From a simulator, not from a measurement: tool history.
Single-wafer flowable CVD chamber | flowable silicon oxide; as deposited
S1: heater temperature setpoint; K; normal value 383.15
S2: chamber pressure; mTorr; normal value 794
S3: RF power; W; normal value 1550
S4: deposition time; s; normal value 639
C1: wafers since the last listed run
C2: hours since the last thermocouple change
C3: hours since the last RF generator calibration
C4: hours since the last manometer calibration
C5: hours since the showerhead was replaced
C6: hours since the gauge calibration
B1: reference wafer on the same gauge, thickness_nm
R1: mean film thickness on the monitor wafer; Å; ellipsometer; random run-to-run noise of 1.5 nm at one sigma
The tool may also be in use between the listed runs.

run	day	S1	S2	S3	S4	C1	C2	C3	C4	C5	C6	B1	R1
1	0	383.15	637	1550	639	0	1360.2	1082.6	393.2	2747.2	1362.1	271.434	2333.86
# day 1.854: thermocouple changed; heater temperature recalibrated
2	4.225	383.15	637	1550	639	332	56.9	1184	494.6	2848.6	1463.5	272.166	2342.57
3	6.512	383.15	637	1550	639	195	111.8	1238.9	549.5	2903.5	1518.4	271.952	2336.51
# day 7.508: showerhead replaced, of another model than before
4	9.738	383.15	794	1550	639	247	189.2	1316.3	626.9	53.5	1595.8	272.074	2673.14
5	13.108	383.15	794	1830	639	288	270.1	1397.2	707.8	134.4	1676.7	271.841	2763.52
6	14.792	383.15	794	1550	639	143	310.5	1437.6	748.2	174.8	1717.1	271.966	2644.98
7	16.896	383.15	794	1550	639	179	361	1488.1	798.7	225.3	1767.6	272.335	2634.25
8	20.271	369.15	698	1405	570	288	442	1569.1	879.7	306.3	1848.6	272.242	3053.31
9	24.654	383.15	794	1550	639	374	547.2	1674.3	984.9	411.5	1953.8	271.288	2634.49
10	26.546	383.15	794	1550	639	161	592.6	1719.7	1030.3	456.9	1999.2	272.329	2639.26
# day 29.8: RF generator calibrated
11	30.983	383.15	638	1780	639	350	699.1	28.4	1136.8	563.4	2105.7	271.998	2175.48
12	34.204	383.15	880	1550	639	275	776.4	105.7	1214.1	640.7	2183	271.985	2930.81
13	45.2	383.15	794	1420	639	940	1040.3	369.6	1478	904.6	2446.9	272.515	2570.84
14	48.646	383.15	650	1550	639	294	1123	452.3	1560.7	987.3	2529.6	272.418	2172.21
# day 52.529: capacitance manometer re-zeroed and calibrated
15	52.779	390.15	794	1550	730	324	1222.2	551.5	6	1086.5	2628.8	272.537	2619.78
16	54.288	383.15	673	1550	724	128	1258.4	587.7	42.2	1122.7	2665	272.519	2649.5
17	56.921	383.15	678	1550	639	225	1321.6	650.9	105.4	1185.9	2728.2	272.164	2354.05
18	61.296	383.15	794	1255	639	374	1426.6	755.9	210.4	1290.9	2833.2	272.074	2572.65
# day 62.975: thermocouple changed; heater temperature recalibrated
19	63.288	383.15	794	1450	639	141	7.5	803.7	258.2	1338.7	2881	272.087	2676.93
20	66.533	394.15	965	1725	583	277	85.4	881.6	336.1	1416.6	2958.9	272.306	2261.91
21	70.971	370.15	794	1410	639	379	191.9	988.1	442.6	1523.1	3065.4	271.785	3792.89
# day 72.038: gauge calibrated
22	74.629	383.15	794	1550	639	312	279.7	1075.9	530.4	1610.9	62.2	272.144	2687.72
23	85.492	383.15	794	1315	524	928	540.4	1336.6	791.1	1871.6	322.9	271.752	2085.55
24	89.458	395.15	727	1550	639	339	635.6	1431.8	886.3	1966.8	418.1	272.088	1765.66
25	102.704	398.15	794	1550	601	1132	953.5	1749.7	1204.2	2284.7	736	271.984	1670.66
26	106.638	389.15	651	1395	526	336	1047.9	1844.1	1298.6	2379.1	830.4	271.792	1479.47
27	111.108	370.15	794	1550	534	382	1155.2	1951.4	1405.9	2486.4	937.7	271.743	3205.33

What if the next run were any one of these 5? Each begins from the tool's condition after run 27:
A	111.133	383.15	878	1550	639	2	1155.8	1952	1406.5	2487	938.3	?	?
B	111.133	383.15	794	1785	639	2	1155.8	1952	1406.5	2487	938.3	?	?
C	111.133	391.15	626	1445	524	2	1155.8	1952	1406.5	2487	938.3	?	?
D	111.133	383.15	794	1550	733	2	1155.8	1952	1406.5	2487	938.3	?	?
E	111.133	383.15	794	1750	537	2	1155.8	1952	1406.5	2487	938.3	?	?

run	B1	R1
A	272.247	2918.97
B	272.247	2723.22
C	272.247	1351.76
D	272.247	3030.39
E	272.247	2278.67
Without the tool's hidden state the same runs would have given:
run	R1
A	3047.81
B	2847.11
C	1415.42
D	3168.26
E	2382.34
